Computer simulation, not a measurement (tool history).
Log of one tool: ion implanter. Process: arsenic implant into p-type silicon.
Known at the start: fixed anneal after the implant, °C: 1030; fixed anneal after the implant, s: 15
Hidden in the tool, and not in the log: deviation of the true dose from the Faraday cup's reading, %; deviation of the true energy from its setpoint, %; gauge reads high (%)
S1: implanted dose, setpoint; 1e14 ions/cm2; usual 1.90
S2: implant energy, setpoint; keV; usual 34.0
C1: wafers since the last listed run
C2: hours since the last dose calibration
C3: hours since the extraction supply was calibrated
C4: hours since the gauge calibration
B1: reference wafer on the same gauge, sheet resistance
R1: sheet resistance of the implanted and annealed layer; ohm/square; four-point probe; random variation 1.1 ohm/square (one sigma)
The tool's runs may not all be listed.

run	hour	S1	S2	C1	C2	C3	C4	B1	R1
1	0.0	1.90	39.5	0	1604.3	4335.1	280.2	375.90	377.10
2	29.1	1.90	39.5	367	1633.4	4364.2	309.3	375.63	378.56
3	53.5	1.90	39.5	308	1657.8	4388.6	333.7	376.26	377.32
4	67.1	1.90	34.0	171	1671.4	4402.2	347.3	376.03	386.78
5	95.9	1.90	34.0	363	1700.2	4431.0	376.1	376.28	388.85
6	120.1	1.90	34.0	305	1724.4	4455.2	400.3	376.11	388.85
7	156.0	1.56	36.5	453	1760.3	4491.1	436.2	376.26	440.20
8	171.7	1.90	40.5	198	1776.0	4506.8	451.9	376.07	375.30
9	194.3	1.90	34.0	285	1798.6	4529.4	474.5	376.01	383.97
10	218.8	1.90	34.0	309	1823.1	4553.9	499.0	376.02	387.63
11	246.4	1.90	37.0	348	1850.7	4581.5	526.6	375.87	379.73
12	270.3	1.90	37.0	302	1874.6	4605.4	550.5	376.33	381.28
13	298.8	1.90	37.0	360	1903.1	4633.9	579.0	376.18	381.60
14	332.3	1.90	34.0	423	1936.6	4667.4	612.5	375.86	385.98
15	355.2	1.90	34.0	289	1959.5	4690.3	635.4	376.12	385.48
16	371.5	2.25	34.0	205	1975.8	4706.6	651.7	375.63	341.22
17	393.7	2.25	34.0	280	1998.0	4728.8	673.9	376.12	339.76
# hour 416.7: gauge calibrated
18	428.7	1.90	26.0	442	2033.0	4763.8	12.0	376.00	400.25
19	512.8	1.90	41.5	1062	2117.1	4847.9	96.1	375.56	372.16
20	534.3	1.37	24.5	271	2138.6	4869.4	117.6	376.08	512.98

The next listed run, before its measurement:
21	548.4	1.90	24.0	178	2152.7	4883.5	131.7	?	?

B1: 375.94
R1: 404.62 ohm/square
Without the tool's hidden state the same run would have given R1 419.27 ohm/square.

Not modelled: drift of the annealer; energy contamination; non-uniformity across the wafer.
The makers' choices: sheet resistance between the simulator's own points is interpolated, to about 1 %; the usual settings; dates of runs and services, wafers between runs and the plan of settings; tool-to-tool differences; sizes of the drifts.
